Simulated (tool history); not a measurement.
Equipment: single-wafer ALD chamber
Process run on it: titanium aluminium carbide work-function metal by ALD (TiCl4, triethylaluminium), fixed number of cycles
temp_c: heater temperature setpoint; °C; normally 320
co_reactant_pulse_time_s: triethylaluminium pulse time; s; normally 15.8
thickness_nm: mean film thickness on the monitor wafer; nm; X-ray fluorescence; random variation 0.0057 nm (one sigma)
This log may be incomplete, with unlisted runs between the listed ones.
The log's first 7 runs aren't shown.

run	hour	temp_c	co_reactant_pulse_time_s	wafers since the last listed run	hours since the last thermocouple change	hours since the last triethylaluminium bottle change	hours since the showerhead was replaced	hours since the gauge calibration	read-back reference wafer on the same gauge, thickness_nm	thickness_nm
8	72.3	313	11.34	59	1580	1615.9	6981.8	420.2	2.338	1.996
9	88.4	313	11.34	116	1596.1	1632	6997.9	436.3	2.34	1.996
# hour 100: triethylaluminium bottle replaced
10	103.9	320	18.75	54	1611.6	3.9	7013.4	451.8	2.341	2.291
# hour 110.2: gauge calibrated
11	118.9	310	15.8	108	1626.6	18.9	7028.4	8.7	2.342	2.177
12	135	315	13.91	116	1642.7	35	7044.5	24.8	2.34	2.217
13	147.5	320	15.8	90	1655.2	47.5	7057	37.3	2.34	2.283
14	164	327	15.8	119	1671.7	64	7073.5	53.8	2.339	2.355
15	175.5	314	19.46	83	1683.2	75.5	7085	65.3	2.339	2.227
16	183.9	320	15.8	60	1691.6	83.9	7093.4	73.7	2.341	2.276
17	201.3	306	20.54	126	1709	101.3	7110.8	91.1	2.338	2.144
18	216.8	320	15.8	112	1724.5	116.8	7126.3	106.6	2.34	2.272
19	225.5	311	18.62	63	1733.2	125.5	7135	115.3	2.341	2.184
20	239.9	308	13.59	104	1747.6	139.9	7149.4	129.7	2.341	2.127
# hour 254.7: showerhead replaced
21	255.2	308	19.19	52	1762.9	155.2	0.5	145	2.341	2.154
# hour 264.3: thermocouple changed; heater temperature recalibrated
22	265.9	311	10.56	19	1.6	165.9	11.2	155.7	2.339	2.097
23	275	311	10.56	65	10.7	175	20.3	164.8	2.34	2.092
24	283.2	320	15.8	59	18.9	183.2	28.5	173	2.343	2.271
25	292.1	320	15.8	64	27.8	192.1	37.4	181.9	2.34	2.281
26	307.2	320	15.8	109	42.9	207.2	52.5	197	2.339	2.273
27	331.2	313	11.34	173	66.9	231.2	76.5	221	2.341	2.115
28	340.7	308	18.63	68	76.4	240.7	86	230.5	2.339	2.158
29	347.5	309	19.18	49	83.2	247.5	92.8	237.3	2.34	2.171
30	358.3	328	12.46	78	94	258.3	103.6	248.1	2.34	2.309
31	366.9	311	21.36	62	102.6	266.9	112.2	256.7	2.34	2.192
32	380.1	325	20.8	95	115.8	280.1	125.4	269.9	2.342	2.334

5 ways to go on from here, each from the tool as it stands after run 32. What would each give?
A	380.5	320	15.8	2	116.2	280.5	125.8	270.3	?	?
B	380.5	331	18.95	2	116.2	280.5	125.8	270.3	?	?
C	380.5	306	15.8	2	116.2	280.5	125.8	270.3	?	?
D	380.5	313	13.99	2	116.2	280.5	125.8	270.3	?	?
E	380.5	325	10.3	2	116.2	280.5	125.8	270.3	?	?

run	read-back reference wafer on the same gauge, thickness_nm	thickness_nm
A	2.34	2.274
B	2.34	2.407
C	2.34	2.128
D	2.34	2.182
E	2.34	2.212
What these runs would have given with no unlogged condition in the tool:
run	thickness_nm
A	2.29
B	2.414
C	2.142
D	2.207
E	2.276
